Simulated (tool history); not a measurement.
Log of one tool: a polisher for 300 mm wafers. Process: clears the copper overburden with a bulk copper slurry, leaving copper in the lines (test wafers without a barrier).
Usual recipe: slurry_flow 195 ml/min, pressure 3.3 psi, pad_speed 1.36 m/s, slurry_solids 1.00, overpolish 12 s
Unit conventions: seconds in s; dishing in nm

run	hour	slurry_flow	pressure	pad_speed	slurry_solids	overpolish	incoming thickness of the incoming film, nm	seconds	dishing
1	0.0	195	3.3	1.36	1.00	12	1150.1	68.5	105.6
2	24.3	195	3.3	1.36	1.00	12	1149.0	67.8	105.2
# hour 47.7: worn pad replaced by a new one
3	70.1	195	3.3	1.36	1.00	12	1149.1	67.3	103.7
# hour 116.7: slurry blender recalibrated
4	118.7	195	3.3	1.36	1.00	12	1132.5	66.9	101.7
5	279.1	245	3.3	1.36	0.80	12	1165.5	73.5	102.2
6	316.2	195	3.3	1.36	1.00	12	1129.6	68.3	101.6
# hour 359.2: slurry nozzle cleaned
# hour 363.3: worn pad replaced by a new one
7	363.8	195	3.3	1.36	1.00	12	1129.0	68.1	98.6
8	421.5	195	3.3	1.36	1.00	12	1164.1	71.1	104.2
9	490.0	195	2.5	0.96	0.85	6	1125.5	122.6	38.1
# hour 500.0: slurry blender recalibrated
10	532.3	195	4.0	1.10	1.00	12	1132.4	67.5	107.1
# hour 575.1: head pressure recalibrated
11	593.0	195	2.9	1.36	1.00	12	1124.8	74.7	94.5
12	658.3	195	3.3	1.52	0.80	18	1135.2	63.9	129.8
13	706.5	195	3.3	1.36	1.00	12	1152.7	67.1	109.8
# hour 721.7: worn pad replaced by a new one
# hour 765.4: slurry nozzle cleaned
14	772.5	195	3.3	1.62	1.00	17	1129.3	57.6	135.3
15	812.6	230	3.3	0.98	0.85	17	1148.2	87.8	109.3
16	838.7	195	3.3	1.36	1.15	12	1160.6	65.4	108.0
# hour 855.4: slurry blender recalibrated
17	869.0	195	3.3	1.36	1.00	12	1144.3	67.0	102.6
18	926.4	195	3.3	1.36	1.00	12	1154.4	68.4	105.3
19	963.3	155	3.3	1.36	1.00	12	1128.8	68.0	99.1
20	991.5	195	3.3	1.36	1.00	12	1149.3	67.4	105.7
21	1026.9	195	3.3	1.36	1.00	18	1151.3	67.7	129.9
22	1075.3	195	3.3	0.94	1.00	12	1141.2	88.0	88.5
# hour 1080.6: worn pad replaced by a new one
23	1100.6	235	2.3	1.80	1.00	10	1132.2	76.1	79.9
24	1131.4	195	2.7	1.36	0.75	9	1114.9	86.6	68.7
25	1167.3	195	4.1	1.36	1.00	12	1154.9	55.5	128.4
# hour 1180.6: slurry nozzle cleaned
# hour 1194.2: slurry blender recalibrated
26	1236.0	150	4.1	1.36	0.75	19	1160.4	61.8	148.4
27	1300.9	195	3.3	1.36	0.80	18	1122.0	71.6	128.9

Branching from run 27: 5 alternative next runs. What would each branch give?
A	1301.4	195	3.3	1.36	1.00	12	1139.8	?	?
B	1301.4	195	3.9	0.98	1.00	19	1139.8	?	?
C	1301.4	155	2.5	1.04	1.00	14	1139.8	?	?
D	1301.4	195	3.7	0.90	1.00	17	1139.8	?	?
E	1301.4	195	3.3	0.94	0.80	15	1139.8	?	?

run	seconds	dishing
A	68.9	108.8
B	74.2	138.2
C	113.5	83.6
D	83.0	121.8
E	95.6	102.0
The same runs, with their run-to-run variation unchanged, on a tool lacking any hidden condition would have given:
run	seconds	dishing
A	65.9	112.6
B	70.9	142.5
C	108.5	86.8
D	79.3	125.9
E	91.4	105.6
